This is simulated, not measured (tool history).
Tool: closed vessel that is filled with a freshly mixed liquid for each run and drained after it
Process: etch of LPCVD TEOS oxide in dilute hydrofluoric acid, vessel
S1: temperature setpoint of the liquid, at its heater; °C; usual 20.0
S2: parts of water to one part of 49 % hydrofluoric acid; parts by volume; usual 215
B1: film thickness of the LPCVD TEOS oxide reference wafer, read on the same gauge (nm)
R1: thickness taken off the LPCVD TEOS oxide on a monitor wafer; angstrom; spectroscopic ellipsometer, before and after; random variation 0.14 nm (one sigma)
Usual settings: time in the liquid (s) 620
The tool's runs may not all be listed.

run 1 hour=0.0 | S1=20.0 S2=215 time_in_the_liquid_(s)=620 | B1=119.98 | R1=387.5
run 2 hour=6.8 | S1=20.0 S2=155 time_in_the_liquid_(s)=620 | B1=120.01 | R1=569.5
run 3 hour=17.1 | S1=20.0 S2=155 time_in_the_liquid_(s)=620 | B1=120.02 | R1=568.6
run 4 hour=34.4 | S1=20.0 S2=155 time_in_the_liquid_(s)=620 | B1=119.95 | R1=571.1
run 5 hour=46.7 | S1=20.0 S2=215 time_in_the_liquid_(s)=780 | B1=120.01 | R1=486.7
-- hour=49.4 thermometer replaced
run 6 hour=53.3 | S1=20.0 S2=215 time_in_the_liquid_(s)=780 | B1=119.96 | R1=450.8
run 7 hour=88.2 | S1=20.0 S2=215 time_in_the_liquid_(s)=620 | B1=119.99 | R1=357.3
run 8 hour=105.8 | S1=20.0 S2=215 time_in_the_liquid_(s)=620 | B1=120.01 | R1=359.9
run 9 hour=119.3 | S1=20.0 S2=215 time_in_the_liquid_(s)=620 | B1=119.98 | R1=357.9
run 10 hour=134.4 | S1=20.0 S2=215 time_in_the_liquid_(s)=620 | B1=119.99 | R1=358.1
-- hour=145.3 gauge calibrated
run 11 hour=148.0 | S1=20.0 S2=130 time_in_the_liquid_(s)=340 | B1=120.05 | R1=355.9
run 12 hour=165.0 | S1=21.5 S2=300 time_in_the_liquid_(s)=620 | B1=120.00 | R1=250.1
run 13 hour=180.0 | S1=20.0 S2=215 time_in_the_liquid_(s)=620 | B1=119.97 | R1=358.5
run 14 hour=197.2 | S1=20.0 S2=215 time_in_the_liquid_(s)=485 | B1=119.98 | R1=280.8
-- hour=198.8 hydrofluoric acid flow meter replaced
run 15 hour=214.2 | S1=17.0 S2=120 time_in_the_liquid_(s)=620 | B1=119.97 | R1=629.3
run 16 hour=223.2 | S1=20.0 S2=135 time_in_the_liquid_(s)=350 | B1=120.04 | R1=351.5
run 17 hour=237.6 | S1=17.0 S2=215 time_in_the_liquid_(s)=765 | B1=119.97 | R1=395.7
run 18 hour=252.7 | S1=20.0 S2=315 time_in_the_liquid_(s)=620 | B1=120.00 | R1=223.0
run 19 hour=266.5 | S1=25.0 S2=245 time_in_the_liquid_(s)=620 | B1=119.99 | R1=366.9
run 20 hour=281.8 | S1=20.0 S2=215 time_in_the_liquid_(s)=620 | B1=120.02 | R1=359.7
run 21 hour=295.1 | S1=20.0 S2=215 time_in_the_liquid_(s)=620 | B1=119.96 | R1=362.8
run 22 hour=305.5 | S1=20.0 S2=215 time_in_the_liquid_(s)=765 | B1=120.01 | R1=447.2
run 23 hour=323.0 | S1=17.0 S2=215 time_in_the_liquid_(s)=520 | B1=120.03 | R1=268.8
run 24 hour=339.9 | S1=20.0 S2=215 time_in_the_liquid_(s)=620 | B1=120.02 | R1=361.8
run 25 hour=350.5 | S1=22.0 S2=215 time_in_the_liquid_(s)=620 | B1=119.95 | R1=391.7
run 26 hour=368.5 | S1=20.0 S2=215 time_in_the_liquid_(s)=365 | B1=120.03 | R1=212.4
run 27 hour=396.3 | S1=25.0 S2=140 time_in_the_liquid_(s)=750 | B1=120.00 | R1=881.1
run 28 hour=410.9 | S1=18.0 S2=110 time_in_the_liquid_(s)=300 | B1=120.05 | R1=352.4
run 29 hour=421.5 | S1=20.0 S2=320 time_in_the_liquid_(s)=935 | B1=120.02 | R1=332.2
run 30 hour=436.5 | S1=20.0 S2=215 time_in_the_liquid_(s)=620 | B1=120.02 | R1=361.4
run 31 hour=454.3 | S1=17.0 S2=265 time_in_the_liquid_(s)=620 | B1=120.02 | R1=251.7
run 32 hour=468.5 | S1=20.0 S2=175 time_in_the_liquid_(s)=460 | B1=120.00 | R1=347.3
run 33 hour=485.7 | S1=17.0 S2=215 time_in_the_liquid_(s)=620 | B1=120.03 | R1=322.7

Measured less the same run without the tool's hidden state. The same run-to-run variation is in both; the gauge's scatter may not be:
The hidden state here: liquid hotter than its thermometer reads (K); hydrofluoric acid flow below the setpoint (%); gauge reads high (%).
run=1 R1=+32.3
run=2 R1=+49.1
run=3 R1=+49.2
run=4 R1=+49.8
run=5 R1=+41.2
run=6 R1=+5.3
run=7 R1=+4.6
run=8 R1=+4.9
run=9 R1=+5.0
run=10 R1=+5.1
run=11 R1=+5.7
run=12 R1=+3.7
run=13 R1=+5.9
run=14 R1=+4.6
run=15 R1=+11.9
run=16 R1=+6.5
run=17 R1=+7.4
run=18 R1=+4.0
run=19 R1=+6.5
run=20 R1=+7.1
run=21 R1=+7.4
run=22 R1=+9.3
run=23 R1=+5.9
run=24 R1=+7.9
run=25 R1=+8.6
run=26 R1=+4.9
run=27 R1=+20.8
run=28 R1=+9.4
run=29 R1=+7.8
run=30 R1=+9.1
run=31 R1=+6.6
run=32 R1=+9.4
run=33 R1=+9.0
